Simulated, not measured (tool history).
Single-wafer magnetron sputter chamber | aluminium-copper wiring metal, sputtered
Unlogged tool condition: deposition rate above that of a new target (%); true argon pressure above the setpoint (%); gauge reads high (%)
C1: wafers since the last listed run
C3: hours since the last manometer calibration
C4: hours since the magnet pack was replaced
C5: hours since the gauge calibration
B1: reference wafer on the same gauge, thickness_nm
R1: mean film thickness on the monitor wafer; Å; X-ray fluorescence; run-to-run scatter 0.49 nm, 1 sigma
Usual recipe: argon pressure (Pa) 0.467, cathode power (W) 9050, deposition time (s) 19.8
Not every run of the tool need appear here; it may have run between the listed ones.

Run 1, hour 0.0: usual settings; C1 0; wafers on the sputter target 2595; C3 1451.5; C4 6627.3; C5 144.9; B1 324.935. Result: R1 3342.98 Å.
Run 2, hour 13.2: usual settings but argon pressure (Pa) 0.576; C1 363; wafers on the sputter target 2959; C3 1464.7; C4 6640.5; C5 158.1; B1 325.189. Result: R1 3182.92 Å.
Run 3, hour 20.8: usual settings; C1 209; wafers on the sputter target 3168; C3 1472.3; C4 6648.1; C5 165.7; B1 324.913. Result: R1 3347.23 Å.
Run 4, hour 29.5: usual settings; C1 239; wafers on the sputter target 3408; C3 1481.0; C4 6656.8; C5 174.4; B1 325.078. Result: R1 3338.61 Å.
Run 5, hour 35.5: usual settings but cathode power (W) 10400; C1 165; wafers on the sputter target 3573; C3 1487.0; C4 6662.8; C5 180.4; B1 324.884. Result: R1 3840.25 Å.
Run 6, hour 50.0: usual settings but cathode power (W) 10400; C1 399; wafers on the sputter target 3973; C3 1501.5; C4 6677.3; C5 194.9; B1 325.100. Result: R1 3840.76 Å.
Run 7, hour 66.2: usual settings but cathode power (W) 10400; C1 446; wafers on the sputter target 4419; C3 1517.7; C4 6693.5; C5 211.1; B1 325.127. Result: R1 3843.16 Å.
Run 8, hour 78.7: usual settings but argon pressure (Pa) 0.419, cathode power (W) 8300; C1 344; wafers on the sputter target 4763; C3 1530.2; C4 6706.0; C5 223.6; B1 324.898. Result: R1 3138.03 Å.
Run 9, hour 94.4: usual settings but argon pressure (Pa) 0.419, cathode power (W) 8300; C1 432; wafers on the sputter target 5195; C3 1545.9; C4 6721.7; C5 239.3; B1 324.997. Result: R1 3136.17 Å.
At hour 110.8: sputter target and shields replaced.
Run 10, hour 111.3: usual settings but cathode power (W) 10450; C1 245; wafers on the sputter target 12; C3 1562.8; C4 6738.6; C5 256.2; B1 325.001. Result: R1 3906.30 Å.
Run 11, hour 123.3: usual settings but cathode power (W) 10450; C1 330; wafers on the sputter target 343; C3 1574.8; C4 6750.6; C5 268.2; B1 325.021. Result: R1 3903.47 Å.
Run 12, hour 133.4: usual settings; C1 278; wafers on the sputter target 621; C3 1584.9; C4 6760.7; C5 278.3; B1 324.952. Result: R1 3373.78 Å.
At hour 133.8: gauge calibrated.
Run 13, hour 141.2: usual settings but argon pressure (Pa) 0.290, cathode power (W) 10500, deposition time (s) 18.2; C1 214; wafers on the sputter target 836; C3 1592.7; C4 6768.5; C5 7.4; B1 324.921. Result: R1 3898.05 Å.
At hour 154.8: magnet pack replaced.
Run 14, hour 162.8: usual settings; C1 374; wafers on the sputter target 1210; C3 1614.3; C4 8.0; C5 29.0; B1 325.031. Result: R1 3379.30 Å.
Run 15, hour 169.0: usual settings but cathode power (W) 7700, deposition time (s) 17.8; C1 170; wafers on the sputter target 1381; C3 1620.5; C4 14.2; C5 35.2; B1 325.070. Result: R1 2572.94 Å.
At hour 183.6: capacitance manometer re-zeroed and calibrated.
Run 16, hour 184.1: usual settings; C1 195; wafers on the sputter target 1577; C3 0.5; C4 29.3; C5 50.3; B1 324.908. Result: R1 3212.98 Å.
Run 17, hour 186.6: usual settings but cathode power (W) 8250, deposition time (s) 22.2; C1 68; wafers on the sputter target 1646; C3 3.0; C4 31.8; C5 52.8; B1 324.905. Result: R1 3288.01 Å.
Run 18, hour 192.7: usual settings but argon pressure (Pa) 0.408, cathode power (W) 10600; C1 168; wafers on the sputter target 1814; C3 9.1; C4 37.9; C5 58.9; B1 325.139. Result: R1 3888.91 Å.
Run 19, hour 208.0: usual settings but cathode power (W) 8350, deposition time (s) 16.5; C1 421; wafers on the sputter target 2235; C3 24.4; C4 53.2; C5 74.2; B1 324.899. Result: R1 2476.75 Å.
Run 20, hour 217.0: usual settings but argon pressure (Pa) 0.298, deposition time (s) 23.2; C1 247; wafers on the sputter target 2483; C3 33.4; C4 62.2; C5 83.2; B1 325.019. Result: R1 4140.70 Å.
Run 21, hour 233.0: usual settings but argon pressure (Pa) 0.298, deposition time (s) 23.2; C1 440; wafers on the sputter target 2924; C3 49.4; C4 78.2; C5 99.2; B1 325.000. Result: R1 4123.25 Å.
Run 22, hour 246.6: usual settings but argon pressure (Pa) 0.302, deposition time (s) 21.5; C1 374; wafers on the sputter target 3298; C3 63.0; C4 91.8; C5 112.8; B1 325.183. Result: R1 3814.43 Å.
Run 23, hour 254.5: usual settings but argon pressure (Pa) 0.404; C1 217; wafers on the sputter target 3516; C3 70.9; C4 99.7; C5 120.7; B1 324.963. Result: R1 3311.16 Å.
Run 24, hour 264.2: usual settings but argon pressure (Pa) 0.649; C1 267; wafers on the sputter target 3783; C3 80.6; C4 109.4; C5 130.4; B1 325.153. Result: R1 2922.59 Å.
Run 25, hour 272.8: usual settings; C1 236; wafers on the sputter target 4020; C3 89.2; C4 118.0; C5 139.0; B1 325.125. Result: R1 3216.95 Å.

4 ways to go on from here, each from the tool as it stands after run 25. What would each give?
Run A, hour 273.2: usual settings but argon pressure (Pa) 0.398; C1 11; wafers on the sputter target 4031; C3 89.6; C4 118.4; C5 139.4; B1 ?. Result: R1 ?.
Run B, hour 273.2: usual settings but argon pressure (Pa) 0.542, cathode power (W) 9850, deposition time (s) 18.5; C1 11; wafers on the sputter target 4031; C3 89.6; C4 118.4; C5 139.4; B1 ?. Result: R1 ?.
Run C, hour 273.2: usual settings but argon pressure (Pa) 0.532; C1 11; wafers on the sputter target 4031; C3 89.6; C4 118.4; C5 139.4; B1 ?. Result: R1 ?.
Run D, hour 273.2: usual settings but argon pressure (Pa) 0.415, deposition time (s) 21.9; C1 11; wafers on the sputter target 4031; C3 89.6; C4 118.4; C5 139.4; B1 ?. Result: R1 ?.

run       B1       R1
  A  325.161  3336.36
  B  325.161  3139.50
  C  325.161  3103.66
  D  325.161  3656.10
Had the tool no hidden state, the same runs would have come out as:
run       R1
  A  3360.26
  B  3159.27
  C  3123.38
  D  3681.91
